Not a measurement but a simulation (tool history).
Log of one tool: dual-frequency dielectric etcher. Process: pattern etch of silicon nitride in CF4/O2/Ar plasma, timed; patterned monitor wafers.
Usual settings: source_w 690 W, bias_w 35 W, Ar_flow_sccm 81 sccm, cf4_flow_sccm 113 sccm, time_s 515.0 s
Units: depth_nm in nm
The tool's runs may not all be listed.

run,hour,source_w,bias_w,Ar_flow_sccm,cf4_flow_sccm,time_s,"read-back reference wafer on the same gauge, depth_nm",depth_nm
1,0.0,690,35,77,113,515.0,1439.8,1171.1
2,32.2,690,35,81,113,515.0,1440.5,1164.1
3,62.5,690,35,81,113,515.0,1440.1,1162.6
4,93.0,690,28,81,113,515.0,1439.8,1103.5
5,119.1,690,28,81,113,515.0,1440.1,1100.9
6,150.2,690,35,81,113,515.0,1440.0,1170.8
# hour 168.2: gauge calibrated
# hour 189.5: Ar flow controller replaced
# hour 204.4: wet clean of the chamber
7,204.9,690,35,81,113,515.0,1440.3,1149.3
8,205.3,690,35,81,113,515.0,1440.1,1151.7
# hour 245.6: upper electrode replaced
9,246.1,810,35,81,94,515.0,1439.5,1324.2
10,247.5,810,35,81,94,515.0,1439.6,1327.7
11,275.2,690,41,81,113,428.0,1440.0,1002.0
12,301.3,760,38,66,103,515.0,1440.4,1316.0
13,327.0,600,42,81,121,515.0,1440.5,1050.5
14,356.9,690,35,81,113,604.0,1440.1,1357.1
# hour 371.6: source power generator calibrated
15,388.9,690,35,81,113,515.0,1440.1,1229.0
# hour 393.7: bias power generator calibrated
16,409.4,610,40,81,101,456.5,1440.1,970.3
# hour 439.7: CF4 flow controller replaced
17,448.5,690,30,71,113,640.0,1439.9,1484.8
18,472.6,690,35,81,113,515.0,1439.9,1226.8
19,498.8,800,35,81,113,661.0,1440.3,1844.7
20,528.3,690,35,81,113,421.5,1440.4,1005.6
21,556.9,840,42,81,113,515.0,1439.8,1587.3
22,591.6,740,40,88,113,441.0,1440.0,1161.8

Some steps in depth_nm between neighbouring runs. How much of each would the tool show without its hidden state too (settings, what came in, random variation), and how much is left for the hidden state, with any gauge scatter that isn't in both results?
The hidden state here: etch rate over this chamber's usual, %; source power that arrives over what is set, %; bias power that arrives over what is set, %; Ar flow that arrives over what is set, %; CF4 flow that arrives over what is set, %; gauge reads high (%).
Run 6 -> 7: gauge calibrated, Ar flow controller replaced, wet clean of the chamber. depth_nm -21.5 nm: hidden state -19.8, all else -1.7.
Run 14 -> 15: time_s 604.0 -> 515.0, source power generator calibrated. depth_nm -128.1 nm: hidden state +80.1, all else -208.2.
Run 18 -> 19: source_w 690 -> 800, time_s 515.0 -> 661.0. depth_nm +617.9 nm: hidden state +7.5, all else +610.4.
Run 19 -> 20: source_w 800 -> 690, time_s 661.0 -> 421.5. depth_nm -839.1 nm: hidden state -9.5, all else -829.6.
